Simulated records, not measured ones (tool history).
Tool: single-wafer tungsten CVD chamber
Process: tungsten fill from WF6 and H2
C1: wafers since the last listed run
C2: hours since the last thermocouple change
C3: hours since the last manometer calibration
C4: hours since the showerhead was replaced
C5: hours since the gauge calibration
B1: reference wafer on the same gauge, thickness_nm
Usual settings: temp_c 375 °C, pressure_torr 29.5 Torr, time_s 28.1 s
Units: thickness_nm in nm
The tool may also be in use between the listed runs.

{"run": 1, "day": 0.0, "temp_c": 380, "pressure_torr": 23.9, "time_s": 28.1, "C1": 0, "C2": 1546.4, "C3": 212.0, "C4": 3082.6, "C5": 473.9, "B1": 47.197, "thickness_nm": 47.037}
{"run": 2, "day": 2.521, "temp_c": 380, "pressure_torr": 23.9, "time_s": 28.1, "C1": 1672, "C2": 1606.9, "C3": 272.5, "C4": 3143.1, "C5": 534.4, "B1": 47.245, "thickness_nm": 47.683}
{"run": 3, "day": 3.767, "temp_c": 375, "pressure_torr": 29.5, "time_s": 28.1, "C1": 826, "C2": 1636.8, "C3": 302.4, "C4": 3173.0, "C5": 564.3, "B1": 47.272, "thickness_nm": 50.865}
{"run": 4, "day": 5.021, "temp_c": 383, "pressure_torr": 29.5, "time_s": 28.1, "C1": 831, "C2": 1666.9, "C3": 332.5, "C4": 3203.1, "C5": 594.4, "B1": 47.345, "thickness_nm": 58.78}
{"run": 5, "day": 7.171, "temp_c": 375, "pressure_torr": 29.5, "time_s": 25.3, "C1": 1426, "C2": 1718.5, "C3": 384.1, "C4": 3254.7, "C5": 646.0, "B1": 47.331, "thickness_nm": 46.289}
{"run": 6, "day": 9.846, "temp_c": 365, "pressure_torr": 29.5, "time_s": 28.1, "C1": 1774, "C2": 1782.7, "C3": 448.3, "C4": 3318.9, "C5": 710.2, "B1": 47.587, "thickness_nm": 42.55}
{"day": 10.146, "done": "gauge calibrated"}
{"run": 7, "day": 12.071, "temp_c": 365, "pressure_torr": 29.5, "time_s": 28.1, "C1": 1476, "C2": 1836.1, "C3": 501.7, "C4": 3372.3, "C5": 46.2, "B1": 46.855, "thickness_nm": 41.856}
{"run": 8, "day": 13.596, "temp_c": 365, "pressure_torr": 29.5, "time_s": 28.1, "C1": 1011, "C2": 1872.7, "C3": 538.3, "C4": 3408.9, "C5": 82.8, "B1": 46.868, "thickness_nm": 41.974}
{"run": 9, "day": 14.804, "temp_c": 375, "pressure_torr": 29.5, "time_s": 28.1, "C1": 801, "C2": 1901.7, "C3": 567.3, "C4": 3437.9, "C5": 111.8, "B1": 46.883, "thickness_nm": 50.774}
{"run": 10, "day": 17.046, "temp_c": 375, "pressure_torr": 29.5, "time_s": 28.1, "C1": 1487, "C2": 1955.5, "C3": 621.1, "C4": 3491.7, "C5": 165.6, "B1": 46.947, "thickness_nm": 50.303}
{"run": 11, "day": 19.571, "temp_c": 375, "pressure_torr": 29.5, "time_s": 28.1, "C1": 1675, "C2": 2016.1, "C3": 681.7, "C4": 3552.3, "C5": 226.2, "B1": 47.0, "thickness_nm": 50.744}
{"run": 12, "day": 20.683, "temp_c": 375, "pressure_torr": 29.5, "time_s": 28.1, "C1": 738, "C2": 2042.8, "C3": 708.4, "C4": 3579.0, "C5": 252.9, "B1": 47.053, "thickness_nm": 50.682}
{"run": 13, "day": 22.75, "temp_c": 375, "pressure_torr": 29.5, "time_s": 28.1, "C1": 1370, "C2": 2092.4, "C3": 758.0, "C4": 3628.6, "C5": 302.5, "B1": 47.108, "thickness_nm": 50.618}
{"run": 14, "day": 25.262, "temp_c": 375, "pressure_torr": 25.9, "time_s": 28.1, "C1": 1666, "C2": 2152.7, "C3": 818.3, "C4": 3688.9, "C5": 362.8, "B1": 47.221, "thickness_nm": 46.008}
{"run": 15, "day": 27.112, "temp_c": 375, "pressure_torr": 29.5, "time_s": 28.1, "C1": 1227, "C2": 2197.1, "C3": 862.7, "C4": 3733.3, "C5": 407.2, "B1": 47.278, "thickness_nm": 51.035}
{"day": 29.758, "done": "showerhead replaced"}
{"run": 16, "day": 29.792, "temp_c": 375, "pressure_torr": 27.1, "time_s": 32.0, "C1": 1556, "C2": 2261.4, "C3": 927.0, "C4": 0.8, "C5": 471.5, "B1": 47.291, "thickness_nm": 54.597}
{"run": 17, "day": 32.746, "temp_c": 365, "pressure_torr": 25.0, "time_s": 33.4, "C1": 1959, "C2": 2332.3, "C3": 997.9, "C4": 71.7, "C5": 542.4, "B1": 47.294, "thickness_nm": 44.613}
{"run": 18, "day": 34.1, "temp_c": 375, "pressure_torr": 34.0, "time_s": 33.6, "C1": 898, "C2": 2364.8, "C3": 1030.4, "C4": 104.2, "C5": 574.9, "B1": 47.36, "thickness_nm": 67.564}
{"run": 19, "day": 35.454, "temp_c": 364, "pressure_torr": 27.2, "time_s": 28.1, "C1": 898, "C2": 2397.3, "C3": 1062.9, "C4": 136.7, "C5": 607.4, "B1": 47.488, "thickness_nm": 39.174}
{"run": 20, "day": 36.821, "temp_c": 375, "pressure_torr": 25.3, "time_s": 29.6, "C1": 906, "C2": 2430.1, "C3": 1095.7, "C4": 169.5, "C5": 640.2, "B1": 47.532, "thickness_nm": 48.159}
{"day": 38.696, "done": "thermocouple changed; heater temperature recalibrated"}
{"run": 21, "day": 38.717, "temp_c": 375, "pressure_torr": 25.9, "time_s": 28.1, "C1": 1036, "C2": 0.5, "C3": 1141.2, "C4": 215.0, "C5": 685.7, "B1": 47.572, "thickness_nm": 46.351}
{"day": 39.529, "done": "capacitance manometer re-zeroed and calibrated"}
{"day": 40.275, "done": "gauge calibrated"}
{"run": 22, "day": 40.854, "temp_c": 375, "pressure_torr": 29.5, "time_s": 28.1, "C1": 1196, "C2": 51.8, "C3": 31.8, "C4": 266.3, "C5": 13.9, "B1": 46.756, "thickness_nm": 50.505}
{"run": 23, "day": 42.779, "temp_c": 375, "pressure_torr": 29.5, "time_s": 24.9, "C1": 1277, "C2": 98.0, "C3": 78.0, "C4": 312.5, "C5": 60.1, "B1": 46.842, "thickness_nm": 44.764}
{"run": 24, "day": 44.529, "temp_c": 383, "pressure_torr": 29.5, "time_s": 30.8, "C1": 1160, "C2": 140.0, "C3": 120.0, "C4": 354.5, "C5": 102.1, "B1": 46.881, "thickness_nm": 63.781}
{"run": 25, "day": 46.879, "temp_c": 370, "pressure_torr": 29.5, "time_s": 32.3, "C1": 1558, "C2": 196.4, "C3": 176.4, "C4": 410.9, "C5": 158.5, "B1": 46.979, "thickness_nm": 52.995}
{"run": 26, "day": 49.042, "temp_c": 375, "pressure_torr": 35.6, "time_s": 28.1, "C1": 1434, "C2": 248.3, "C3": 228.3, "C4": 462.8, "C5": 210.4, "B1": 47.029, "thickness_nm": 57.497}
{"run": 27, "day": 50.079, "temp_c": 385, "pressure_torr": 27.0, "time_s": 24.8, "C1": 688, "C2": 273.2, "C3": 253.2, "C4": 487.7, "C5": 235.3, "B1": 47.05, "thickness_nm": 49.757}
{"run": 28, "day": 51.929, "temp_c": 375, "pressure_torr": 25.5, "time_s": 28.1, "C1": 1227, "C2": 317.6, "C3": 297.6, "C4": 532.1, "C5": 279.7, "B1": 47.056, "thickness_nm": 45.474}

4 ways to go on from here, each from the tool as it stands after run 28. What would each give?
{"run": "A", "day": 51.946, "temp_c": 375, "pressure_torr": 29.5, "time_s": 25.2, "C1": 11, "C2": 318.0, "C3": 298.0, "C4": 532.5, "C5": 280.1, "B1": "?", "thickness_nm": "?"}
{"run": "B", "day": 51.946, "temp_c": 360, "pressure_torr": 29.5, "time_s": 32.3, "C1": 11, "C2": 318.0, "C3": 298.0, "C4": 532.5, "C5": 280.1, "B1": "?", "thickness_nm": "?"}
{"run": "C", "day": 51.946, "temp_c": 375, "pressure_torr": 33.3, "time_s": 28.1, "C1": 11, "C2": 318.0, "C3": 298.0, "C4": 532.5, "C5": 280.1, "B1": "?", "thickness_nm": "?"}
{"run": "D", "day": 51.946, "temp_c": 375, "pressure_torr": 34.5, "time_s": 28.1, "C1": 11, "C2": 318.0, "C3": 298.0, "C4": 532.5, "C5": 280.1, "B1": "?", "thickness_nm": "?"}

run=A B1=47.093 thickness_nm=45.327
run=B B1=47.093 thickness_nm=43.889
run=C B1=47.093 thickness_nm=55.050
run=D B1=47.093 thickness_nm=56.374
Without the tool's hidden state the same runs would have given:
run=A thickness_nm=44.950
run=B thickness_nm=43.525
run=C thickness_nm=54.593
run=D thickness_nm=55.906
